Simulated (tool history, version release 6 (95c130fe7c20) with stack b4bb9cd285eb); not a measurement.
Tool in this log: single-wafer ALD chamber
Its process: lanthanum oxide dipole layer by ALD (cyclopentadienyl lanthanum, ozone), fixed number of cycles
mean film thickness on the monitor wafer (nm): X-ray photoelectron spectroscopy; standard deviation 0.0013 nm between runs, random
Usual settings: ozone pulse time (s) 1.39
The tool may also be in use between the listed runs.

run	hour	ozone pulse time (s)	wafers since the last listed run	hours since the last thermocouple change	hours since the last ozone generator service	hours since the showerhead was replaced	hours since the gauge calibration	read-back reference wafer on the same gauge, thickness_nm	mean film thickness on the monitor wafer (nm)
1	0.0	1.03	0	623.2	907.4	7735.2	228.3	0.58	0.472
2	43.9	1.78	622	667.1	951.3	7779.1	272.2	0.58	0.519
3	95.9	1.81	737	719.1	1003.3	7831.1	324.2	0.58	0.520
4	163.7	1.81	961	786.9	1071.1	7898.9	392.0	0.58	0.519
5	192.8	1.68	412	816.0	1100.2	7928.0	421.1	0.58	0.515
# hour 231.8: gauge calibrated
6	262.6	1.68	990	885.8	1170.0	7997.8	30.8	0.58	0.514
7	308.0	1.68	644	931.2	1215.4	8043.2	76.2	0.58	0.512
8	358.8	1.03	720	982.0	1266.2	8094.0	127.0	0.58	0.468
9	422.8	1.15	907	1046.0	1330.2	8158.0	191.0	0.58	0.478
# hour 465.6: ozone generator serviced
# hour 482.8: showerhead replaced
10	483.3	1.59	631	1106.5	17.7	0.5	251.5	0.58	0.516
# hour 552.4: thermocouple changed; heater temperature recalibrated
11	552.9	1.16	873	0.5	87.3	70.1	321.1	0.58	0.492
12	607.2	1.91	770	54.8	141.6	124.4	375.4	0.58	0.528
# hour 610.8: gauge calibrated
13	662.1	1.77	778	109.7	196.5	179.3	51.3	0.58	0.524
14	724.4	1.66	883	172.0	258.8	241.6	113.6	0.58	0.519

Below are 3 alternative next runs, each starting from the tool's condition after run 14. Predict each:
A	724.8	1.64	5	172.4	259.2	242.0	114.0	?	?
B	724.8	0.97	5	172.4	259.2	242.0	114.0	?	?
C	724.8	1.25	5	172.4	259.2	242.0	114.0	?	?

run	read-back reference wafer on the same gauge, thickness_nm	mean film thickness on the monitor wafer (nm)
A	0.58	0.520
B	0.58	0.475
C	0.58	0.500
With the hidden condition removed and each run's random variation left untouched, the same runs would have given:
run	mean film thickness on the monitor wafer (nm)
A	0.521
B	0.477
C	0.502

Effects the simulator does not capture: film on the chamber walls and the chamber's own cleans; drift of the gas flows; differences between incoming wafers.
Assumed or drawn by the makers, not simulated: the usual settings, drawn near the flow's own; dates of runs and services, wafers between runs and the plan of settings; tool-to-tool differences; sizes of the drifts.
